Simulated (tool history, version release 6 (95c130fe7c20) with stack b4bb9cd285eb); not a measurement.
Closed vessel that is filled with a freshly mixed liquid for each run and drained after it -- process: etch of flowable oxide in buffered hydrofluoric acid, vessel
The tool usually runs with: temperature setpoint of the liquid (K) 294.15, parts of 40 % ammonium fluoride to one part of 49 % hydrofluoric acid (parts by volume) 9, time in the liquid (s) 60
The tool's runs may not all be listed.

run,day,temperature setpoint of the liquid (K),parts of 40 % ammonium fluoride to one part of 49 % hydrofluoric acid (parts by volume),time in the liquid (s),wafers since the last listed run,hours since the thermometer was replaced,hours since the hydrofluoric acid flow meter was replaced,hours since the gauge calibration,"read-back film thickness of the flowable oxide reference wafer, read on the same gauge (nm)",thickness taken off the flowable oxide on a monitor wafer (Å)
1,0,294.15,9,60,0,703.9,641.3,320.4,130.01,1260.6
2,1.358,294.15,10.5,60,4122,736.5,673.9,353,129.99,1132.1
3,1.812,294.15,10.5,60,1378,747.4,684.8,363.9,129.97,1134.4
# day 2.367: thermometer replaced
4,2.479,294.15,10.5,60,1896,2.7,700.8,379.9,129.95,1134.1
5,2.817,294.15,9,60,1024,10.8,708.9,388,129.98,1267.8
6,3.292,294.15,9,60,1441,22.2,720.3,399.4,130,1271.1
7,3.792,294.15,9,60,1517,34.2,732.3,411.4,129.98,1273.8
8,4.254,294.15,9,60,1403,45.3,743.4,422.5,129.99,1262
9,4.621,294.15,9,60,1112,54.1,752.2,431.3,130,1266.5
10,4.95,294.15,9,60,998,62,760.1,439.2,129.97,1247
11,5.529,294.15,9,60,1757,75.9,774,453.1,129.99,1288.8
12,6.112,294.15,9,60,1770,89.9,788,467.1,130.02,1275.6
13,6.388,291.65,9,90,834,96.5,794.6,473.7,129.98,1634.3
14,6.708,297.15,9,60,973,104.2,802.3,481.4,129.96,1505.3
15,7.117,294.15,9,60,1239,114,812.1,491.2,130,1268.8
# day 7.221: gauge calibrated
16,7.725,294.15,9,60,1846,128.6,826.7,12.1,129.98,1281
17,8.388,290.15,9,60,2010,144.5,842.6,28,129.98,1008.8
# day 8.833: hydrofluoric acid flow meter replaced
18,9.096,294.15,9,60,2023,161.5,6.3,45,130.01,1262.7
19,9.596,298.65,12.5,50,1517,173.5,18.3,57,130,1028.9
20,10.046,294.15,9,35,1365,184.3,29.1,67.8,130.01,744.9
21,10.617,296.15,9,60,1732,198,42.8,81.5,129.97,1412.4
22,10.867,299.15,9,35,758,204,48.8,87.5,130.03,976.7
23,11.271,292.65,10,90,1226,213.7,58.5,97.2,130.02,1651.5
24,11.733,294.15,9,60,1403,224.8,69.6,108.3,129.98,1266.9
25,12.167,294.15,9,60,1315,235.2,80,118.7,130,1263.5
26,12.654,294.15,9,60,1479,246.9,91.7,130.4,130,1269.7
27,13.083,292.15,7,60,1302,257.2,102,140.7,130,1493.4
28,13.45,294.15,9,60,1112,266,110.8,149.5,129.98,1269.7
29,13.829,294.15,9,60,1150,275.1,119.9,158.6,129.98,1265.5
30,14.458,294.15,7,60,1909,290.2,135,173.7,130.06,1662.7
31,15.183,294.15,11.5,60,2200,307.6,152.4,191.1,130.01,1043.9

The next listed run, before its measurement:
32,15.629,296.15,6.5,30,1352,318.3,163.1,201.8,?,?

{"run 32": {"read-back film thickness of the flowable oxide reference wafer, read on the same gauge (nm)": 129.97, "thickness taken off the flowable oxide on a monitor wafer (Å)": 989.8}}
Without the tool's hidden state the same run would have given thickness taken off the flowable oxide on a monitor wafer (Å) 989.8.
